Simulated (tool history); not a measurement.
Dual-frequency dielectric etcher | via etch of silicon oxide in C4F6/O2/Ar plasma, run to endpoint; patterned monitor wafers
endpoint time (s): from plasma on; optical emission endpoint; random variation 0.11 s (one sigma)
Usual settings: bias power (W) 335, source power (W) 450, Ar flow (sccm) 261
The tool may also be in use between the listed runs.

run,day,bias power (W),source power (W),Ar flow (sccm),"incoming incoming film thickness, nm",endpoint time (s)
1,0.000,335,450,261,78.7,17.4
2,1.038,335,450,261,79.8,17.8
3,2.288,335,450,261,80.0,17.7
4,3.304,335,450,261,78.6,17.5
5,4.400,335,450,261,80.2,17.7
6,5.325,335,450,261,80.1,17.6
7,6.729,335,450,242,79.8,17.5
8,7.662,335,450,242,80.0,17.6
9,9.042,335,450,242,79.9,17.3
10,10.496,335,450,261,79.3,17.5
11,11.512,335,450,261,80.4,17.7
12,13.312,335,450,261,79.2,17.3
# day 14.108: source power generator calibrated
13,14.588,335,480,261,79.0,16.5
14,15.308,335,540,261,79.6,15.5
# day 16.367: wet clean of the chamber
15,16.788,335,450,261,79.3,17.4
16,19.304,263,500,261,80.2,17.4
17,19.883,281,540,309,79.0,16.4
# day 20.492: Ar flow controller replaced
# day 20.504: bias power generator calibrated
# day 20.929: upper electrode replaced
18,20.950,335,450,205,78.6,17.0
19,24.000,335,420,261,78.8,17.9
20,24.667,335,450,261,79.4,17.3
21,25.396,260,450,261,79.1,18.2
22,26.321,275,450,243,78.9,17.8
23,27.671,335,450,261,79.8,17.4
24,28.838,335,450,261,80.4,17.6
25,29.900,280,450,318,80.2,18.3
26,31.233,335,450,261,79.8,17.3
27,32.383,335,450,261,79.7,17.2

Forecast each of these 5 alternatives for the next run:
A,32.400,335,450,261,79.2,?
B,32.400,292,550,207,79.2,?
C,32.400,367,490,214,79.2,?
D,32.400,264,450,261,79.2,?
E,32.400,360,450,261,79.2,?

run,endpoint time (s)
A,17.1
B,15.3
C,15.7
D,17.9
E,16.8
Without the tool's hidden state the same runs would have given:
run,endpoint time (s)
A,17.5
B,15.7
C,16.1
D,18.3
E,17.3
